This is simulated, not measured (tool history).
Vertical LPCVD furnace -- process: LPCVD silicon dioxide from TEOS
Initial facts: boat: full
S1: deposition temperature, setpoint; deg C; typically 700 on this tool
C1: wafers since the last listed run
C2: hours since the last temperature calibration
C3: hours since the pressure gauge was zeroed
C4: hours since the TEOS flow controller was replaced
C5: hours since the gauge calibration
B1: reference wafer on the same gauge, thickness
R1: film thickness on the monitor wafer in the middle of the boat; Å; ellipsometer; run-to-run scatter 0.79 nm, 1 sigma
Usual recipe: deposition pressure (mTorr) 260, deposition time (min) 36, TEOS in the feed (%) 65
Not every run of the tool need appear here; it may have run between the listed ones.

{"run": 1, "hour": 0.0, "S1": 700, "deposition pressure (mTorr)": 260, "deposition time (min)": 36, "TEOS in the feed (%)": 65, "C1": 0, "C2": 5203.8, "C3": 2456.8, "C4": 6494.8, "C5": 313.7, "B1": 248.3, "R1": 2546.3}
{"run": 2, "hour": 21.8, "S1": 700, "deposition pressure (mTorr)": 260, "deposition time (min)": 36, "TEOS in the feed (%)": 65, "C1": 277, "C2": 5225.6, "C3": 2478.6, "C4": 6516.6, "C5": 335.5, "B1": 248.23, "R1": 2546.9}
{"run": 3, "hour": 47.4, "S1": 700, "deposition pressure (mTorr)": 235, "deposition time (min)": 36, "TEOS in the feed (%)": 65, "C1": 326, "C2": 5251.2, "C3": 2504.2, "C4": 6542.2, "C5": 361.1, "B1": 247.53, "R1": 2419.6}
{"run": 4, "hour": 60.3, "S1": 700, "deposition pressure (mTorr)": 260, "deposition time (min)": 45.5, "TEOS in the feed (%)": 73, "C1": 164, "C2": 5264.1, "C3": 2517.1, "C4": 6555.1, "C5": 374, "B1": 247.09, "R1": 3384.3}
{"run": 5, "hour": 82.4, "S1": 700, "deposition pressure (mTorr)": 260, "deposition time (min)": 36, "TEOS in the feed (%)": 68, "C1": 281, "C2": 5286.2, "C3": 2539.2, "C4": 6577.2, "C5": 396.1, "B1": 246.95, "R1": 2593.3}
{"run": 6, "hour": 109.2, "S1": 700, "deposition pressure (mTorr)": 260, "deposition time (min)": 36, "TEOS in the feed (%)": 65, "C1": 341, "C2": 5313, "C3": 2566, "C4": 6604, "C5": 422.9, "B1": 246.57, "R1": 2528.8}
{"run": 7, "hour": 122.6, "S1": 700, "deposition pressure (mTorr)": 260, "deposition time (min)": 36, "TEOS in the feed (%)": 65, "C1": 170, "C2": 5326.4, "C3": 2579.4, "C4": 6617.4, "C5": 436.3, "B1": 246.66, "R1": 2528.6}
{"run": 8, "hour": 139.5, "S1": 704, "deposition pressure (mTorr)": 215, "deposition time (min)": 36, "TEOS in the feed (%)": 65, "C1": 215, "C2": 5343.3, "C3": 2596.3, "C4": 6634.3, "C5": 453.2, "B1": 246.52, "R1": 2504}
{"hour": 176.3, "done": "thermocouples replaced and temperature profile calibrated"}
{"run": 9, "hour": 176.8, "S1": 704, "deposition pressure (mTorr)": 215, "deposition time (min)": 36, "TEOS in the feed (%)": 65, "C1": 169, "C2": 0.5, "C3": 2633.6, "C4": 6671.6, "C5": 490.5, "B1": 245.65, "R1": 2515.3}
{"run": 10, "hour": 183.4, "S1": 704, "deposition pressure (mTorr)": 215, "deposition time (min)": 36, "TEOS in the feed (%)": 65, "C1": 84, "C2": 7.1, "C3": 2640.2, "C4": 6678.2, "C5": 497.1, "B1": 245.6, "R1": 2506.9}
{"hour": 200.1, "done": "gauge calibrated"}
{"hour": 212.2, "done": "pressure gauge zeroed"}
{"run": 11, "hour": 212.7, "S1": 700, "deposition pressure (mTorr)": 245, "deposition time (min)": 36, "TEOS in the feed (%)": 65, "C1": 67, "C2": 36.4, "C3": 0.5, "C4": 6707.5, "C5": 12.6, "B1": 250.95, "R1": 2497.1}
{"run": 12, "hour": 234.3, "S1": 700, "deposition pressure (mTorr)": 245, "deposition time (min)": 36, "TEOS in the feed (%)": 65, "C1": 275, "C2": 58, "C3": 22.1, "C4": 6729.1, "C5": 34.2, "B1": 250.68, "R1": 2493.9}
{"run": 13, "hour": 265.2, "S1": 700, "deposition pressure (mTorr)": 260, "deposition time (min)": 49.5, "TEOS in the feed (%)": 52, "C1": 393, "C2": 88.9, "C3": 53, "C4": 6760, "C5": 65.1, "B1": 250.52, "R1": 3156.9}
{"run": 14, "hour": 286.0, "S1": 691, "deposition pressure (mTorr)": 260, "deposition time (min)": 36, "TEOS in the feed (%)": 55, "C1": 265, "C2": 109.7, "C3": 73.8, "C4": 6780.8, "C5": 85.9, "B1": 250.82, "R1": 1918.6}
{"run": 15, "hour": 321.9, "S1": 700, "deposition pressure (mTorr)": 260, "deposition time (min)": 36, "TEOS in the feed (%)": 65, "C1": 457, "C2": 145.6, "C3": 109.7, "C4": 6816.7, "C5": 121.8, "B1": 250.26, "R1": 2559.8}
{"run": 16, "hour": 347.1, "S1": 696, "deposition pressure (mTorr)": 260, "deposition time (min)": 36, "TEOS in the feed (%)": 65, "C1": 321, "C2": 170.8, "C3": 134.9, "C4": 6841.9, "C5": 147, "B1": 250.21, "R1": 2339.7}
{"hour": 402.9, "done": "TEOS flow controller replaced"}
{"run": 17, "hour": 403.4, "S1": 700, "deposition pressure (mTorr)": 215, "deposition time (min)": 36, "TEOS in the feed (%)": 65, "C1": 411, "C2": 227.1, "C3": 191.2, "C4": 0.5, "C5": 203.3, "B1": 250.01, "R1": 2335.7}
{"run": 18, "hour": 407.6, "S1": 700, "deposition pressure (mTorr)": 290, "deposition time (min)": 47.5, "TEOS in the feed (%)": 52, "C1": 53, "C2": 231.3, "C3": 195.4, "C4": 4.7, "C5": 207.5, "B1": 249.93, "R1": 3191.2}
{"run": 19, "hour": 411.9, "S1": 700, "deposition pressure (mTorr)": 225, "deposition time (min)": 47, "TEOS in the feed (%)": 65, "C1": 54, "C2": 235.6, "C3": 199.7, "C4": 9, "C5": 211.8, "B1": 249.69, "R1": 3100.7}
{"run": 20, "hour": 436.3, "S1": 696, "deposition pressure (mTorr)": 285, "deposition time (min)": 39.5, "TEOS in the feed (%)": 53, "C1": 310, "C2": 260, "C3": 224.1, "C4": 33.4, "C5": 236.2, "B1": 249.94, "R1": 2417.4}
{"run": 21, "hour": 458.3, "S1": 700, "deposition pressure (mTorr)": 260, "deposition time (min)": 36, "TEOS in the feed (%)": 65, "C1": 280, "C2": 282, "C3": 246.1, "C4": 55.4, "C5": 258.2, "B1": 249.59, "R1": 2558.8}
{"run": 22, "hour": 475.4, "S1": 700, "deposition pressure (mTorr)": 260, "deposition time (min)": 36, "TEOS in the feed (%)": 65, "C1": 217, "C2": 299.1, "C3": 263.2, "C4": 72.5, "C5": 275.3, "B1": 249.12, "R1": 2554.9}
{"run": 23, "hour": 489.1, "S1": 691, "deposition pressure (mTorr)": 260, "deposition time (min)": 47.5, "TEOS in the feed (%)": 65, "C1": 174, "C2": 312.8, "C3": 276.9, "C4": 86.2, "C5": 289, "B1": 249.16, "R1": 2714.8}
{"run": 24, "hour": 514.4, "S1": 700, "deposition pressure (mTorr)": 260, "deposition time (min)": 36, "TEOS in the feed (%)": 65, "C1": 322, "C2": 338.1, "C3": 302.2, "C4": 111.5, "C5": 314.3, "B1": 249.12, "R1": 2563.8}

Across each entry between runs, compare the hidden state at the last listed run before it with the hidden state at the first listed run after it:
Between runs 8 and 9: thermocouples replaced and temperature profile calibrated (hour 176.3)
  gauge reads high (%): -1.5 -> -1.74
  measured minus no-state result, R1: -38.3 -> -44.6 Å
Between runs 10 and 11: gauge calibrated (hour 200.1); pressure gauge zeroed (hour 212.2)
  gauge reads high (%): -1.78 -> 0.234
  measured minus no-state result, R1: -45.6 -> +5.9 Å
Between runs 16 and 17: TEOS flow controller replaced (hour 402.9)
  gauge reads high (%): 0.09 -> -0.0427
  measured minus no-state result, R1: +2.1 -> -1 Å
